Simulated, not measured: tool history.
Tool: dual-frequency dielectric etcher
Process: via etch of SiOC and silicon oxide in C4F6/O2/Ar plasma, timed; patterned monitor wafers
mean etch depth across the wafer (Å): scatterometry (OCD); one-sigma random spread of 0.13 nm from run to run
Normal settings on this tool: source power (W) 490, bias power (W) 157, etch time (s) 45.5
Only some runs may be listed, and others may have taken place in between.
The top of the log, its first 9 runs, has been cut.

run,hour,source power (W),bias power (W),etch time (s),wafers since the last listed run,hours since the last wet clean,hours since the last source power generator calibration,hours since the last bias power generator calibration,hours since the last upper electrode change,hours since the gauge calibration,"read-back reference wafer on the same gauge, depth_nm",mean etch depth across the wafer (Å)
10,228.4,490,157,45.5,320,312.0,70.9,3629.5,67.2,915.1,40.6,501
# hour 230.8: gauge calibrated
11,256.8,490,182,45.5,339,340.4,99.3,3657.9,95.6,26.0,40.6,539
12,269.8,490,157,49.0,155,353.4,112.3,3670.9,108.6,39.0,40.6,544
# hour 284.3: bias power generator calibrated
13,284.8,490,133,50.0,131,368.4,127.3,0.5,123.6,54.0,40.6,507
14,319.6,490,157,33.5,416,403.2,162.1,35.3,158.4,88.8,40.6,371
15,336.4,380,157,45.5,200,420.0,178.9,52.1,175.2,105.6,40.6,448
# hour 377.1: wet clean of the chamber
16,377.6,490,157,45.5,205,0.5,220.1,93.3,216.4,146.8,40.6,501
17,386.7,490,157,38.0,108,9.6,229.2,102.4,225.5,155.9,40.6,420
18,402.6,420,195,53.5,190,25.5,245.1,118.3,241.4,171.8,40.6,611
19,426.3,540,135,39.5,283,49.2,268.8,142.0,265.1,195.5,40.6,421
# hour 437.3: source power generator calibrated, repeated, since the last time left the tool worse
20,460.6,490,157,45.5,362,83.5,23.3,176.3,299.4,229.8,40.6,487
21,481.7,490,169,38.0,252,104.6,44.4,197.4,320.5,250.9,40.6,422
22,497.9,450,183,53.5,193,120.8,60.6,213.6,336.7,267.1,40.6,596
23,520.7,550,139,41.5,272,143.6,83.4,236.4,359.5,289.9,40.6,441
24,549.1,490,123,45.5,339,172.0,111.8,264.8,387.9,318.3,40.6,430
25,582.3,430,177,33.5,396,205.2,145.0,298.0,421.1,351.5,40.6,359
26,604.6,490,157,45.5,266,227.5,167.3,320.3,443.4,373.8,40.6,487
27,634.9,490,157,45.5,362,257.8,197.6,350.6,473.7,404.1,40.6,489
28,651.7,580,157,45.5,200,274.6,214.4,367.4,490.5,420.9,40.6,525
29,676.8,430,190,56.0,300,299.7,239.5,392.5,515.6,446.0,40.6,621
30,703.5,490,172,40.0,319,326.4,266.2,419.2,542.3,472.7,40.6,449

Each row is a separate what-if for the run after 30, all from the same tool condition, not one after another. Results?
A,703.9,550,157,45.5,4,326.8,266.6,419.6,542.7,473.1,?,?
B,703.9,440,120,36.0,4,326.8,266.6,419.6,542.7,473.1,?,?
C,703.9,600,189,56.0,4,326.8,266.6,419.6,542.7,473.1,?,?
D,703.9,490,157,58.5,4,326.8,266.6,419.6,542.7,473.1,?,?

run,"read-back reference wafer on the same gauge, depth_nm",mean etch depth across the wafer (Å)
A,40.6,513
B,40.6,320
C,40.6,716
D,40.6,627
With no hidden state in the tool, these same runs would have given:
run,mean etch depth across the wafer (Å)
A,513
B,320
C,716
D,626

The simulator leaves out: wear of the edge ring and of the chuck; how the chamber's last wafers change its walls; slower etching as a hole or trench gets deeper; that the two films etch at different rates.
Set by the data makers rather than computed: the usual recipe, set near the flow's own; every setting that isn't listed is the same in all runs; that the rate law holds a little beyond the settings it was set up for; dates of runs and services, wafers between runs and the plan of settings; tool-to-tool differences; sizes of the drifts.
